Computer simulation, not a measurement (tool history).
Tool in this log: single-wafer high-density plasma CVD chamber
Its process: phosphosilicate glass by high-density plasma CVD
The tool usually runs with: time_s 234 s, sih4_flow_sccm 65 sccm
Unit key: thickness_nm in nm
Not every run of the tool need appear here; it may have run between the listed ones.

| run | hour | time_s | sih4_flow_sccm | read-back reference wafer on the same gauge, thickness_nm | thickness_nm |
|---|---|---|---|---|---|
| 1 | 0 | 234 | 65 | 1601.322 | 1640.319 |
| 2 | 14.8 | 234 | 65 | 1601.09 | 1640.575 |
| 3 | 36.9 | 234 | 65 | 1599.125 | 1641.89 |
| 4 | 64.5 | 234 | 65 | 1599.484 | 1640.741 |
| 5 | 84.8 | 234 | 65 | 1601.702 | 1640.063 |
| 6 | 106 | 234 | 65 | 1599.547 | 1634.685 |
| 7 | 123.6 | 234 | 65 | 1599.379 | 1643.435 |
| 8 | 140.7 | 271 | 61 | 1599.415 | 1777.501 |
| 9 | 168.5 | 264 | 55 | 1600.141 | 1570.095 |
| 10 | 201.1 | 264 | 55 | 1600.645 | 1562.564 |
|  | 222.6 | gauge calibrated |
| 11 | 233.7 | 264 | 55 | 1599.694 | 1568.491 |
| 12 | 257.1 | 234 | 65 | 1599.62 | 1637.404 |
| 13 | 282.5 | 234 | 74 | 1601.644 | 1866.457 |
| 14 | 297.4 | 234 | 65 | 1599.449 | 1637.767 |
| 15 | 311.5 | 234 | 65 | 1599.467 | 1640.448 |
| 16 | 374.4 | 234 | 65 | 1597.672 | 1647.486 |
| 17 | 389.1 | 272 | 70 | 1601.198 | 2049.222 |
|  | 400.9 | silane flow controller replaced |
| 18 | 424.9 | 220 | 65 | 1600.3 | 1444.965 |
| 19 | 439.4 | 203 | 65 | 1600.012 | 1329.558 |
| 20 | 466.1 | 261 | 71 | 1599.515 | 1881.622 |
| 21 | 498.4 | 218 | 56 | 1599.6 | 1234.733 |
| 22 | 525.2 | 253 | 68 | 1600.004 | 1745.6 |
| 23 | 554.4 | 234 | 59 | 1598.824 | 1397.516 |
| 24 | 586.5 | 234 | 59 | 1599.206 | 1406.8 |
| 25 | 616.4 | 267 | 70 | 1600.785 | 1906.482 |
| 26 | 636.5 | 234 | 65 | 1599.846 | 1552.725 |

Below are 5 alternative next runs, each starting from the tool's condition after run 26. Predict each:
| A | 637 | 234 | 56 | ? | ? |
| B | 637 | 203 | 70 | ? | ? |
| C | 637 | 201 | 70 | ? | ? |
| D | 637 | 257 | 60 | ? | ? |
| E | 637 | 260 | 55 | ? | ? |

| run | read-back reference wafer on the same gauge, thickness_nm | thickness_nm |
|---|---|---|
| A | 1599.137 | 1336.695 |
| B | 1599.137 | 1449.514 |
| C | 1599.137 | 1435.233 |
| D | 1599.137 | 1572.942 |
| E | 1599.137 | 1458.695 |
With the hidden condition removed and each run's random variation left untouched, the same runs would have given:
| run | thickness_nm |
|---|---|
| A | 1340.071 |
| B | 1453.175 |
| C | 1438.858 |
| D | 1576.915 |
| E | 1462.379 |

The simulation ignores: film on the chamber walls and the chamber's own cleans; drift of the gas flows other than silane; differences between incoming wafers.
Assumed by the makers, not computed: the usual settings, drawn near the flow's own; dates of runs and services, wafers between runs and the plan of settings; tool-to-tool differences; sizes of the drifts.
